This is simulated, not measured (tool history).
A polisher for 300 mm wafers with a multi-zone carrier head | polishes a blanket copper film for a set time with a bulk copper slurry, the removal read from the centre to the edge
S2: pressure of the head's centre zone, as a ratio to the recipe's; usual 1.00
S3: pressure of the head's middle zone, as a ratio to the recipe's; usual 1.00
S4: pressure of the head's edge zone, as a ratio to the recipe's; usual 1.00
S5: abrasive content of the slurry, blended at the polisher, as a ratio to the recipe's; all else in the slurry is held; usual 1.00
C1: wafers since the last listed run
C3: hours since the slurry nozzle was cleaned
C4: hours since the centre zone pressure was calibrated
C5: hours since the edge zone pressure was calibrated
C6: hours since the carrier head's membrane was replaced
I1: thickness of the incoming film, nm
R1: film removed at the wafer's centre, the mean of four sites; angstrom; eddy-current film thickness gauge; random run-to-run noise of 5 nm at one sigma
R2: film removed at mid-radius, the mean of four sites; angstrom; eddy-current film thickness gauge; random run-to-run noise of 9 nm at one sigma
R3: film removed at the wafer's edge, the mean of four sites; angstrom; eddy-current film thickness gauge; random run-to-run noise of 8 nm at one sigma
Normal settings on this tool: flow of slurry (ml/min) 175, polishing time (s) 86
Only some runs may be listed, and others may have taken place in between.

run 1 day=0.000 | flow_of_slurry_(ml/min)=175 S2=1.00 S3=1.00 S4=1.00 S5=1.00 polishing_time_(s)=86 | C1=0 wafers_polished_on_this_pad=490 C3=7.9 C4=557.6 C5=1120.8 C6=1039.1 | I1=4117.5 | R1=5992 R2=6091 R3=6039
run 2 day=1.217 | flow_of_slurry_(ml/min)=190 S2=1.00 S3=1.00 S4=1.00 S5=1.00 polishing_time_(s)=86 | C1=280 wafers_polished_on_this_pad=770 C3=37.1 C4=586.8 C5=1150.0 C6=1068.3 | I1=4111.0 | R1=6130 R2=6276 R3=6124
-- day=1.608 worn pad replaced by a new one
run 3 day=2.312 | flow_of_slurry_(ml/min)=190 S2=1.00 S3=1.00 S4=1.00 S5=1.00 polishing_time_(s)=86 | C1=214 wafers_polished_on_this_pad=162 C3=63.4 C4=613.1 C5=1176.3 C6=1094.6 | I1=4043.7 | R1=6153 R2=6037 R3=6050
run 4 day=3.742 | flow_of_slurry_(ml/min)=190 S2=1.00 S3=1.00 S4=1.00 S5=1.00 polishing_time_(s)=86 | C1=329 wafers_polished_on_this_pad=491 C3=97.7 C4=647.4 C5=1210.6 C6=1128.9 | I1=4180.5 | R1=6179 R2=6072 R3=5896
run 5 day=4.446 | flow_of_slurry_(ml/min)=175 S2=1.00 S3=1.00 S4=1.00 S5=1.00 polishing_time_(s)=86 | C1=162 wafers_polished_on_this_pad=653 C3=114.6 C4=664.3 C5=1227.5 C6=1145.8 | I1=4144.1 | R1=6051 R2=6117 R3=5924
-- day=5.821 worn pad replaced by a new one
run 6 day=5.842 | flow_of_slurry_(ml/min)=175 S2=1.00 S3=1.00 S4=1.00 S5=1.00 polishing_time_(s)=86 | C1=283 wafers_polished_on_this_pad=4 C3=148.1 C4=697.8 C5=1261.0 C6=1179.3 | I1=4170.0 | R1=5913 R2=6071 R3=6033
run 7 day=6.750 | flow_of_slurry_(ml/min)=175 S2=1.00 S3=1.00 S4=1.00 S5=1.00 polishing_time_(s)=86 | C1=209 wafers_polished_on_this_pad=214 C3=169.9 C4=719.6 C5=1282.8 C6=1201.1 | I1=4095.2 | R1=5908 R2=6099 R3=5938
run 8 day=7.450 | flow_of_slurry_(ml/min)=175 S2=1.00 S3=1.00 S4=1.00 S5=1.00 polishing_time_(s)=86 | C1=161 wafers_polished_on_this_pad=375 C3=186.7 C4=736.4 C5=1299.6 C6=1217.9 | I1=4044.3 | R1=5928 R2=5890 R3=5791
run 9 day=8.946 | flow_of_slurry_(ml/min)=175 S2=1.00 S3=1.00 S4=1.00 S5=0.90 polishing_time_(s)=86 | C1=344 wafers_polished_on_this_pad=720 C3=222.6 C4=772.3 C5=1335.5 C6=1253.8 | I1=4116.4 | R1=5645 R2=5894 R3=5645
-- day=9.592 edge zone pressure recalibrated
-- day=9.654 worn pad replaced by a new one
run 10 day=9.675 | flow_of_slurry_(ml/min)=175 S2=1.00 S3=1.00 S4=1.07 S5=0.85 polishing_time_(s)=113 | C1=133 wafers_polished_on_this_pad=4 C3=240.1 C4=789.8 C5=2.0 C6=1271.3 | I1=4162.7 | R1=7250 R2=7362 R3=7578
run 11 day=10.617 | flow_of_slurry_(ml/min)=175 S2=1.00 S3=1.00 S4=1.00 S5=1.00 polishing_time_(s)=110 | C1=217 wafers_polished_on_this_pad=221 C3=262.7 C4=812.4 C5=24.6 C6=1293.9 | I1=4171.9 | R1=7268 R2=7593 R3=7472
run 12 day=11.492 | flow_of_slurry_(ml/min)=175 S2=1.00 S3=1.00 S4=1.03 S5=1.00 polishing_time_(s)=96 | C1=201 wafers_polished_on_this_pad=423 C3=283.7 C4=833.4 C5=45.6 C6=1314.9 | I1=4070.8 | R1=6365 R2=6452 R3=6562
run 13 day=12.112 | flow_of_slurry_(ml/min)=175 S2=1.00 S3=1.00 S4=1.00 S5=1.00 polishing_time_(s)=104 | C1=143 wafers_polished_on_this_pad=566 C3=298.6 C4=848.3 C5=60.5 C6=1329.8 | I1=4117.3 | R1=6803 R2=6941 R3=6832
-- day=12.617 slurry nozzle cleaned
run 14 day=13.054 | flow_of_slurry_(ml/min)=175 S2=1.08 S3=1.00 S4=1.00 S5=1.00 polishing_time_(s)=109 | C1=207 wafers_polished_on_this_pad=773 C3=10.5 C4=870.9 C5=83.1 C6=1352.4 | I1=4152.7 | R1=8155 R2=7688 R3=7756
-- day=13.425 worn pad replaced by a new one
-- day=14.358 centre zone pressure recalibrated
-- day=14.758 carrier head's membrane replaced by a new one
run 15 day=17.417 | flow_of_slurry_(ml/min)=175 S2=1.00 S3=1.00 S4=1.00 S5=1.00 polishing_time_(s)=86 | C1=899 wafers_polished_on_this_pad=852 C3=115.2 C4=73.4 C5=187.8 C6=63.8 | I1=4161.4 | R1=5942 R2=6018 R3=5885
-- day=17.883 worn pad replaced by a new one
run 16 day=17.971 | flow_of_slurry_(ml/min)=140 S2=1.00 S3=1.00 S4=1.00 S5=1.00 polishing_time_(s)=86 | C1=89 wafers_polished_on_this_pad=20 C3=128.5 C4=86.7 C5=201.1 C6=77.1 | I1=4171.3 | R1=5565 R2=5736 R3=5774
run 17 day=19.238 | flow_of_slurry_(ml/min)=175 S2=1.00 S3=1.00 S4=1.00 S5=0.80 polishing_time_(s)=78 | C1=291 wafers_polished_on_this_pad=312 C3=158.9 C4=117.1 C5=231.5 C6=107.5 | I1=4075.2 | R1=5042 R2=4980 R3=5035

4 ways to go on from here, each from the tool as it stands after run 17. What would each give?
run A day=19.254 | flow_of_slurry_(ml/min)=175 S2=1.00 S3=1.00 S4=1.00 S5=1.00 polishing_time_(s)=86 | C1=3 wafers_polished_on_this_pad=316 C3=159.3 C4=117.5 C5=231.9 C6=107.9 | I1=4157.3 | R1=? R2=? R3=?
run B day=19.254 | flow_of_slurry_(ml/min)=175 S2=1.03 S3=1.00 S4=0.92 S5=1.00 polishing_time_(s)=86 | C1=3 wafers_polished_on_this_pad=316 C3=159.3 C4=117.5 C5=231.9 C6=107.9 | I1=4157.3 | R1=? R2=? R3=?
run C day=19.254 | flow_of_slurry_(ml/min)=125 S2=1.00 S3=1.00 S4=1.00 S5=1.00 polishing_time_(s)=86 | C1=3 wafers_polished_on_this_pad=316 C3=159.3 C4=117.5 C5=231.9 C6=107.9 | I1=4157.3 | R1=? R2=? R3=?
run D day=19.254 | flow_of_slurry_(ml/min)=175 S2=1.00 S3=0.89 S4=1.00 S5=1.00 polishing_time_(s)=86 | C1=3 wafers_polished_on_this_pad=316 C3=159.3 C4=117.5 C5=231.9 C6=107.9 | I1=4157.3 | R1=? R2=? R3=?

run=A R1=5927 R2=5930 R3=5910
run=B R1=6106 R2=5929 R3=5682
run=C R1=5387 R2=5451 R3=5571
run=D R1=5922 R2=5379 R3=5919
Stripped of hidden state, with their random variation kept, the same runs would have yielded:
run=A R1=6072 R2=6059 R3=6004
run=B R1=6255 R2=6059 R3=5771
run=C R1=5581 R2=5622 R3=5691
run=D R1=6067 R2=5496 R3=6012
